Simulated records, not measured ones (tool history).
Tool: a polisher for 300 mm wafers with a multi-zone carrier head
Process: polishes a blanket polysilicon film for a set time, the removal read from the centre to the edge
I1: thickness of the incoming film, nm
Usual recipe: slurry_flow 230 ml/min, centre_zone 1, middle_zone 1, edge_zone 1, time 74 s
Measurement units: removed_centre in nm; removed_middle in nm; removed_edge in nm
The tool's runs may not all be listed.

Run 1, hour 0: usual settings but edge_zone 0.97; I1 1701.9. Result: removed_centre 558.7 nm, removed_middle 582.4 nm, removed_edge 589.8 nm.
Run 2, hour 6.7: usual settings but slurry_flow 290 ml/min, middle_zone 0.93; I1 1690.3. Result: removed_centre 572.4 nm, removed_middle 576.3 nm, removed_edge 609.6 nm.
Run 3, hour 15.9: usual settings but slurry_flow 290 ml/min, middle_zone 0.93; I1 1671.9. Result: removed_centre 573.1 nm, removed_middle 564.4 nm, removed_edge 607.5 nm.
At hour 25.1: worn pad replaced by a new one.
Run 4, hour 28.6: usual settings but slurry_flow 290 ml/min, middle_zone 0.93; I1 1714.1. Result: removed_centre 570.9 nm, removed_middle 570.7 nm, removed_edge 611 nm.
Run 5, hour 37.1: usual settings; I1 1686.6. Result: removed_centre 533.8 nm, removed_middle 574.5 nm, removed_edge 592.6 nm.
At hour 48.2: slurry nozzle cleaned.
At hour 51.1: centre zone pressure recalibrated.
Run 6, hour 51.6: usual settings but slurry_flow 265 ml/min, middle_zone 1.12, time 84 s; I1 1678.4. Result: removed_centre 737.7 nm, removed_middle 762.8 nm, removed_edge 721.7 nm.
Run 7, hour 64.7: usual settings but slurry_flow 305 ml/min, centre_zone 0.91, edge_zone 1.09; I1 1705.4. Result: removed_centre 596.8 nm, removed_middle 625.2 nm, removed_edge 658.9 nm.
Run 8, hour 82.2: usual settings but slurry_flow 175 ml/min; I1 1688. Result: removed_centre 615.7 nm, removed_middle 584 nm, removed_edge 603.7 nm.
Run 9, hour 93.8: usual settings but slurry_flow 165 ml/min, edge_zone 1.11, time 59 s; I1 1655.9. Result: removed_centre 480 nm, removed_middle 465.4 nm, removed_edge 514.1 nm.
At hour 101.9: carrier head's membrane replaced by a new one.
Run 10, hour 102.4: usual settings; I1 1676.8. Result: removed_centre 640.5 nm, removed_middle 611.3 nm, removed_edge 616.9 nm.
Run 11, hour 117.3: usual settings but slurry_flow 250 ml/min, middle_zone 0.93, edge_zone 0.94, time 99 s; I1 1681.1. Result: removed_centre 860.5 nm, removed_middle 779.4 nm, removed_edge 814.3 nm.
Run 12, hour 133.9: usual settings but slurry_flow 205 ml/min, centre_zone 1.07, middle_zone 0.95, edge_zone 0.9; I1 1709.1. Result: removed_centre 686.2 nm, removed_middle 581.3 nm, removed_edge 570.8 nm.
Run 13, hour 145.9: usual settings but centre_zone 1.04, time 53 s; I1 1681.2. Result: removed_centre 474.4 nm, removed_middle 434.7 nm, removed_edge 446.5 nm.
Run 14, hour 154.4: usual settings but slurry_flow 185 ml/min, centre_zone 0.91, middle_zone 1.1; I1 1710.6. Result: removed_centre 558.8 nm, removed_middle 632.5 nm, removed_edge 595.8 nm.
Run 15, hour 170.1: usual settings; I1 1709. Result: removed_centre 619 nm, removed_middle 614 nm, removed_edge 625.7 nm.
Run 16, hour 180.7: usual settings but middle_zone 0.92; I1 1688.3. Result: removed_centre 634.4 nm, removed_middle 578.4 nm, removed_edge 620.8 nm.
At hour 199.7: edge zone pressure recalibrated.
Run 17, hour 202.2: usual settings but middle_zone 1.03, edge_zone 1.09; I1 1697.1. Result: removed_centre 637 nm, removed_middle 619.8 nm, removed_edge 649.3 nm.
At hour 226.5: worn pad replaced by a new one.
Run 18, hour 252.9: usual settings; I1 1655.5. Result: removed_centre 625.7 nm, removed_middle 603.9 nm, removed_edge 621.5 nm.
Run 19, hour 269.5: usual settings but slurry_flow 200 ml/min, middle_zone 1.09, time 88 s; I1 1689.6. Result: removed_centre 724.3 nm, removed_middle 743.9 nm, removed_edge 731 nm.

Run 20, settings as shown, results not yet in. Your forecast:
Run 20, hour 276.6: usual settings but slurry_flow 155 ml/min, middle_zone 1.06, edge_zone 1.03, time 91 s; I1 1688.4. Result: removed_centre ?, removed_middle ?, removed_edge ?.

{"run 20": {"removed_centre": 721.6, "removed_middle": 731.4, "removed_edge": 752.3}}
With the hidden condition absent and the run-to-run variation left alone, this run would have shown removed_centre 740 nm, removed_middle 746.2 nm, removed_edge 763.3 nm.
